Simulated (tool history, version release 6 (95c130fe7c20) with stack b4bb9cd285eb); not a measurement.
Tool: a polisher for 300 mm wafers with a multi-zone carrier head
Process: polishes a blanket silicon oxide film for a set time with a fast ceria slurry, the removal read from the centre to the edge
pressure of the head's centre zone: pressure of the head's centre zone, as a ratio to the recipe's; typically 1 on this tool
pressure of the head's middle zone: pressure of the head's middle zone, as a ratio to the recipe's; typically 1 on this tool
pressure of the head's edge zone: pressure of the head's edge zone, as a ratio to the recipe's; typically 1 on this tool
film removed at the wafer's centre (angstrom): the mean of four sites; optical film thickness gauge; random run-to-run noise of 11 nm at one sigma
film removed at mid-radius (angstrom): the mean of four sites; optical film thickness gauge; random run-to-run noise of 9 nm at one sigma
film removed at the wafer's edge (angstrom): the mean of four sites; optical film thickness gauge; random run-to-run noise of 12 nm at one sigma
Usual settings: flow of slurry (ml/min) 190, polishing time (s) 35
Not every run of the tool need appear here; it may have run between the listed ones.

run,hour,flow of slurry (ml/min),pressure of the head's centre zone,pressure of the head's middle zone,pressure of the head's edge zone,polishing time (s),wafers since the last listed run,wafers polished on this pad,hours since the slurry nozzle was cleaned,hours since the centre zone pressure was calibrated,hours since the edge zone pressure was calibrated,hours since the carrier head's membrane was replaced,"incoming thickness of the incoming film, nm",film removed at the wafer's centre (angstrom),film removed at mid-radius (angstrom),film removed at the wafer's edge (angstrom)
1,0,145,1,0.93,1,40,0,676,245.2,436.3,583.9,553.2,2402.4,8420,8176,8869
2,39.1,190,1,1,1,30,322,998,284.3,475.4,623,592.3,2382.3,6714,6591,6587
# hour 125.9: edge zone pressure recalibrated
3,135.1,240,1,0.93,1.07,28,774,1773,380.3,571.4,9.2,688.3,2418.7,6047,5968,6641
4,171.5,190,1,1,1,35,300,2073,416.7,607.8,45.6,724.7,2377.8,7485,7638,7721
5,240,145,1,1,1.1,28,564,2638,485.2,676.3,114.1,793.2,2440.2,5792,5894,6279
6,326.3,235,1,1,1,35,711,3349,571.5,762.6,200.4,879.5,2365,7830,7829,7938
7,426.4,190,1,1,1,35,825,4174,671.6,862.7,300.5,979.6,2363.2,7428,7740,7691
# hour 448.1: slurry nozzle cleaned
8,486.3,215,0.96,1,1,41,485,4660,38.2,922.6,360.4,1039.5,2396.9,8902,9384,9279
# hour 556.8: carrier head's membrane replaced by a new one
9,590.1,190,1,0.93,1,35,814,5474,142,1026.4,464.2,33.3,2408.5,7648,7347,8161
10,676.7,255,1,1,1,35,713,6188,228.6,1113,550.8,119.9,2383.5,8110,7983,7965
# hour 687.2: worn pad replaced by a new one
11,814.5,190,1,1.08,1,35,1102,1049,366.4,1250.8,688.6,257.7,2420.2,7619,8258,7927
# hour 859.6: edge zone pressure recalibrated
12,900.8,190,0.92,1.08,1.05,35,694,1744,452.7,1337.1,41.2,344,2356.1,6863,8347,7862
13,939.4,240,1,1.07,1,35,318,2062,491.3,1375.7,79.8,382.6,2377.1,7706,8298,7863
14,1022.9,190,1,1.12,1.1,35,688,2750,574.8,1459.2,163.3,466.1,2390.3,7594,8382,8072
# hour 1046.4: centre zone pressure recalibrated
15,1091.3,190,1,1,1,35,547,3298,643.2,44.9,231.7,534.5,2422.1,7342,7636,7814
16,1155.8,255,1,1,1,35,531,3830,707.7,109.4,296.2,599,2406.2,7849,7953,7987
# hour 1182.8: slurry nozzle cleaned
17,1220.7,190,1,1,1.08,35,526,4356,37.9,174.3,361.1,663.9,2420.7,7986,8088,8006
18,1301,190,1.1,0.96,1.08,42,661,5018,118.2,254.6,441.4,744.2,2369.2,10279,9127,9776
19,1353.1,190,1.05,1,0.9,24,429,5448,170.3,306.7,493.5,796.3,2355.6,5473,5450,5237
20,1397.6,190,1,1,1,35,366,5814,214.8,351.2,538,840.8,2398.6,7772,7767,7800
# hour 1457.7: worn pad replaced by a new one
21,1471,190,0.91,1.05,1,42,572,109,288.2,424.6,611.4,914.2,2379.4,8353,9751,9428

The logged runs with the hidden state left out (each run's random variation unchanged):
The hidden state here: removal rate lost through wear of the pad, %; slurry flow missing at the pad, %; deviation of the centre zone's pressure from its setpoint, %; deviation of the edge zone's pressure from its setpoint, %.
run,film removed at the wafer's centre (angstrom),film removed at mid-radius (angstrom),film removed at the wafer's edge (angstrom)
1,8850,8543,9152
2,7033,6868,6787
3,6333,6219,6846
4,7912,8023,8003
5,6202,6259,6554
6,8263,8213,8223
7,7917,8190,8012
8,8982,9460,9334
9,7850,7520,8300
10,8358,8200,8126
11,7989,8612,8174
12,7228,8739,8129
13,8069,8646,8105
14,8030,8808,8368
15,7776,8035,8108
16,8240,8305,8247
17,8046,8142,8045
18,10489,9292,9906
19,5623,5583,5330
20,8025,7991,7964
21,8683,10093,9668
